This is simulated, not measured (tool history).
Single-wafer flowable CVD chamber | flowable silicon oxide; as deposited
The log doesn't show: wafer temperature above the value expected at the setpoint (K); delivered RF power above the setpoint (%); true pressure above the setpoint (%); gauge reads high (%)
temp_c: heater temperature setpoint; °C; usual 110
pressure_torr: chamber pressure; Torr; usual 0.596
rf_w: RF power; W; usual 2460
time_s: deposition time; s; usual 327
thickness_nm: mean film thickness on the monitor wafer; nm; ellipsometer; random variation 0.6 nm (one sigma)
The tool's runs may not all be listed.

run     day  temp_c  pressure_torr  rf_w  time_s  wafers since the last listed run  hours since the last thermocouple change  hours since the last RF generator calibration  hours since the last manometer calibration  hours since the showerhead was replaced  hours since the gauge calibration  read-back reference wafer on the same gauge, thickness_nm  thickness_nm
  1       0     110          0.596  2460     327                                 0                                     841.8                                         2617.3                                        1500                                   5343.3                              136.9                                                     81.895        89.425
  2   0.967     110          0.596  2460     327                               142                                       865                                         2640.5                                      1523.2                                   5366.5                              160.1                                                     82.042        89.486
  3   2.271     110          0.596  2460     327                               192                                     896.3                                         2671.8                                      1554.5                                   5397.8                              191.4                                                     81.852        90.381
  4    3.35     110          0.596  2460     327                               159                                     922.2                                         2697.7                                      1580.4                                   5423.7                              217.3                                                     81.825        89.062
      4.675  -- capacitance manometer re-zeroed and calibrated
      4.704  -- showerhead replaced
  5   4.812     110          0.596  2460     327                               162                                     957.3                                         2732.8                                         3.3                                      2.6                              252.4                                                     82.022          89.4
  6   5.775     110          0.596  2460     327                               142                                     980.4                                         2755.9                                        26.4                                     25.7                              275.5                                                     82.104        88.796
      6.288  -- thermocouple changed; heater temperature recalibrated
  7   6.646     110          0.596  2460     373                                79                                       8.6                                         2776.8                                        47.3                                     46.6                              296.4                                                     82.248       115.624
  8   7.758     110          0.596  2460     327                               164                                      35.3                                         2803.5                                          74                                     73.3                              323.1                                                     81.828        99.688
  9   8.871      98          0.596  2460     327                               164                                        62                                         2830.2                                       100.7                                      100                              349.8                                                     81.977       140.574
      9.904  -- gauge calibrated
 10  10.125     110          0.596  2460     327                               185                                      92.1                                         2860.3                                       130.8                                    130.1                                5.3                                                     81.982        97.645
     10.758  -- RF generator calibrated
 11  11.317     110          0.596  2815     327                               126                                     120.7                                           13.4                                       159.4                                    158.7                               33.9                                                      81.95        99.505
 12  12.658      98          0.721  2460     327                               198                                     152.9                                           45.6                                       191.6                                    190.9                               66.1                                                     82.212       164.874
 13  13.592     124          0.596  2460     309                               137                                     175.3                                             68                                         214                                    213.3                               88.5                                                     82.035        62.613
 14  14.317      96          0.491  2060     298                               107                                     192.7                                           85.4                                       231.4                                    230.7                              105.9                                                     82.005       101.295
 15  14.967      95          0.596  2460     327                                95                                     208.3                                            101                                         247                                    246.3                              121.5                                                     81.852       147.628

Hidden state or all else? Some run-to-run changes of thickness_nm, split into what the settings, what came in and random variation would give without the hidden state, and what is left for the hidden state (with any gauge scatter that isn't in both results):
Run 6 -> 7: time_s 327 -> 373, thermocouple changed; heater temperature recalibrated. thickness_nm +26.828 nm: hidden state +11.728, all else +15.1.
Run 12 -> 13: temp_c 98 -> 124, pressure_torr 0.721 -> 0.596, time_s 327 -> 309. thickness_nm -102.261 nm: hidden state +5.602, all else -107.863.
